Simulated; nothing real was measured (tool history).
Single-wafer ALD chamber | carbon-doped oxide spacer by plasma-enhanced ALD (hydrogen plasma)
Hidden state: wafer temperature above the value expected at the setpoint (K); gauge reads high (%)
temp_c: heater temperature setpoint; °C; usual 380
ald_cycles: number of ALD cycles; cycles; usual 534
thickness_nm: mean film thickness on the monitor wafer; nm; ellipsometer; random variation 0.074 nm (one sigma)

run     day  temp_c  ald_cycles  wafers since the last listed run  hours since the last thermocouple change  hours since the gauge calibration  read-back reference wafer on the same gauge, thickness_nm  thickness_nm
  1   0.000     380         534                                 0                                    1002.7                               51.0                                                     30.442        29.845
  2   0.471     380         534                                 7                                    1014.0                               62.3                                                     30.428        29.810
  3   1.025     380         534                                 9                                    1027.3                               75.6                                                     30.480        30.032
  4   1.612     380         534                                 9                                    1041.4                               89.7                                                     30.491        29.869
  5   1.892     380         573                                 4                                    1048.1                               96.4                                                     30.524        31.959
  6   2.179     380         573                                 4                                    1055.0                              103.3                                                     30.532        32.038
  7   2.592     380         534                                 6                                    1064.9                              113.2                                                     30.540        29.874
  8   3.200     380         534                                10                                    1079.5                              127.8                                                     30.562        30.032
  9   3.762     380         534                                 9                                    1093.0                              141.3                                                     30.545        29.957
 10   4.175     380         534                                 6                                    1102.9                              151.2                                                     30.562        29.951
 11   4.642     380         534                                 7                                    1114.1                              162.4                                                     30.541        30.002
 12   5.083     380         534                                 7                                    1124.7                              173.0                                                     30.559        29.888
 13   5.725     380         534                                10                                    1140.1                              188.4                                                     30.564        30.017
 14   6.000     380         573                                 4                                    1146.7                              195.0                                                     30.558        32.194
      6.429  -- thermocouple changed; heater temperature recalibrated
      6.654  -- gauge calibrated
 15   6.692     369         565                                 6                                       6.3                                0.9                                                     30.392        31.360
 16   7.008     380         534                                 5                                      13.9                                8.5                                                     30.377        29.706
 17   7.662     392         627                                11                                      29.6                               24.2                                                     30.403        34.991
 18   8.408     393         604                                12                                      47.5                               42.1                                                     30.472        33.630
 19   9.621     380         534                                20                                      76.6                               71.2                                                     30.502        29.790
 20  10.062     369         565                                 7                                      87.2                               81.8                                                     30.520        31.621
 21  10.604     380         454                                 9                                     100.2                               94.8                                                     30.536        25.354
 22  11.325     385         455                                12                                     117.5                              112.1                                                     30.592        25.391
 23  11.721     380         534                                 6                                     127.0                              121.6                                                     30.537        29.844
 24  12.338     386         467                                10                                     141.8                              136.4                                                     30.598        26.276
 25  12.617     367         481                                 4                                     148.5                              143.1                                                     30.570        27.087
 26  13.092     386         501                                 8                                     159.9                              154.5                                                     30.592        28.173

Hidden state or all else? Some run-to-run changes of thickness_nm, split into what the settings, what came in and random variation would give without the hidden state, and what is left for the hidden state (with any gauge scatter that isn't in both results):
Run 14 -> 15: temp_c 380 -> 369, ald_cycles 573 -> 565, thermocouple changed; heater temperature recalibrated, gauge calibrated. thickness_nm -0.834 nm: hidden state -0.247, all else -0.587.
Run 16 -> 17: temp_c 380 -> 392, ald_cycles 534 -> 627. thickness_nm +5.285 nm: hidden state +0.067, all else +5.218.
Run 20 -> 21: temp_c 369 -> 380, ald_cycles 565 -> 454. thickness_nm -6.267 nm: hidden state -0.034, all else -6.233.
